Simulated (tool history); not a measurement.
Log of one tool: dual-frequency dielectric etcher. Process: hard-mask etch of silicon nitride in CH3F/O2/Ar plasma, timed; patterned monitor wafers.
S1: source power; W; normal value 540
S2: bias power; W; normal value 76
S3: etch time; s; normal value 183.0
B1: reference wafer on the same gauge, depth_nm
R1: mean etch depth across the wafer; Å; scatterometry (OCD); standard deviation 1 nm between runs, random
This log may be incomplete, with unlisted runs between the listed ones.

run	hour	S1	S2	S3	B1	R1
1	0.0	540	76	183.0	149.8	1520
# hour 6.2: gauge calibrated
# hour 49.7: source power generator calibrated
2	202.0	540	90	183.0	149.8	1585
3	271.8	540	70	183.0	149.9	1412
4	323.4	540	70	183.0	150.1	1420
5	356.2	540	76	183.0	150.3	1449
# hour 436.2: wet clean of the chamber
6	436.7	540	76	183.0	150.1	1544
7	505.8	610	92	138.5	150.1	1331
8	553.1	630	76	199.5	150.0	1741
9	587.1	540	76	183.0	150.2	1504
10	653.4	540	59	183.0	150.0	1343
11	677.9	540	63	205.0	150.0	1549
12	746.0	540	76	183.0	150.1	1481
13	804.7	540	76	183.0	150.0	1498
# hour 858.0: upper electrode replaced
14	858.5	540	76	183.0	149.9	1457
15	889.8	540	76	183.0	150.2	1472
# hour 980.8: wet clean of the chamber
16	981.3	540	76	143.0	150.2	1180
17	1018.5	540	76	183.0	149.9	1501
18	1063.3	650	60	183.0	149.8	1488
19	1107.9	540	62	183.0	150.0	1379

What will run 20 give?
20	1181.8	660	66	165.0	?	?

{"run 20": {"B1": 150.0, "R1": 1372}}
Were there no unlogged condition in the tool, this run, its random variation unchanged, would have produced R1 1415 Å.

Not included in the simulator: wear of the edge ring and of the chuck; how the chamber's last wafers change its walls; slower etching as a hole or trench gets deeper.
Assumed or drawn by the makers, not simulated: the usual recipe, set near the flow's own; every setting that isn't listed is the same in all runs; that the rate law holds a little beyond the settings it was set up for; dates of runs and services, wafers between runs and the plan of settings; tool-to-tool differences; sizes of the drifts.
